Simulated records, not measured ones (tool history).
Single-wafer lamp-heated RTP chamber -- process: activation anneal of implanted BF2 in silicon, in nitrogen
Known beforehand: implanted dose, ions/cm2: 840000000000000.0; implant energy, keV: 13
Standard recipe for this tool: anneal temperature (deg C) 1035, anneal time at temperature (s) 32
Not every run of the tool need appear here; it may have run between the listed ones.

run	hour	anneal temperature (deg C)	anneal time at temperature (s)	read-back reference wafer on the same gauge, sheet resistance	sheet resistance of the implanted and annealed layer (ohm/square)
1	0.0	1035	32	192.88	173.15
2	9.7	1018	32	192.82	185.14
3	19.8	1018	32	192.93	185.25
4	36.7	1035	32	193.05	171.73
5	51.8	1019	32	192.82	184.29
6	61.9	1035	32	192.85	172.74
7	78.4	1035	32	193.01	171.44
# hour 101.5: pyrometer window cleaned and pyrometer calibrated
8	102.0	1035	32	193.10	172.29
9	104.7	1035	32	192.97	172.37
10	110.9	1044	32	192.95	166.59
11	120.0	1044	32	193.03	166.56
12	132.2	1035	32	193.06	172.18
13	149.3	1035	32	192.89	171.58
# hour 160.6: gauge calibrated
# hour 166.1: reflector plate cleaned
14	166.6	1017	17	193.18	214.10
15	168.9	1017	17	192.82	213.27
16	177.8	1054	18	193.00	175.13
17	188.1	1052	15	193.12	180.13
18	197.6	1058	19	193.13	171.15
19	212.1	1025	17	193.17	203.71
20	220.0	1035	13	192.85	201.11
21	237.3	1062	23	193.08	164.13
22	285.1	1060	38	193.03	156.20
23	301.5	1056	39	192.97	158.90
24	316.5	1017	22	193.01	203.01
25	325.7	1035	45	193.10	168.26
26	343.5	1035	32	193.01	176.55
27	352.7	1023	38	193.02	180.31
28	365.0	1018	38	193.02	184.76
29	382.6	1014	51	192.94	182.03
30	391.4	1054	47	192.92	154.78
31	408.0	1006	20	192.95	219.80
32	419.9	1035	32	193.08	176.02
33	436.4	1035	32	193.14	175.26
34	453.1	1024	14	192.86	208.19
35	464.1	1011	38	192.98	190.81
36	479.2	1026	41	193.01	174.59
# hour 502.3: pyrometer window cleaned and pyrometer calibrated
37	502.8	1035	32	192.84	174.57
38	513.5	1009	32	192.96	196.37

Difference, measured minus no-hidden-state, one row per run. Run-to-run variation is common to both terms; the gauge's own scatter need not be:
The tool's hidden condition here consists of: true wafer temperature minus pyrometer reading, K; wafer temperature error from the tarnished reflector plate, K; gauge reads high (%).
run	sheet resistance of the implanted and annealed layer (ohm/square)
1	-4.96
2	-7.22
3	-7.32
4	-5.19
5	-7.37
6	-5.39
7	-5.48
8	-5.67
9	-5.69
10	-5.97
11	-6.05
12	-5.88
13	-5.99
14	-1.08
15	-1.12
16	-0.75
17	-0.88
18	-0.86
19	-1.55
20	-1.68
21	-1.15
22	-1.48
23	-1.60
24	-2.91
25	-1.53
26	-1.82
27	-2.30
28	-2.86
29	-3.17
30	-2.04
31	-5.01
32	-2.36
33	-2.47
34	-4.98
35	-4.73
36	-2.97
37	-2.92
38	-5.80

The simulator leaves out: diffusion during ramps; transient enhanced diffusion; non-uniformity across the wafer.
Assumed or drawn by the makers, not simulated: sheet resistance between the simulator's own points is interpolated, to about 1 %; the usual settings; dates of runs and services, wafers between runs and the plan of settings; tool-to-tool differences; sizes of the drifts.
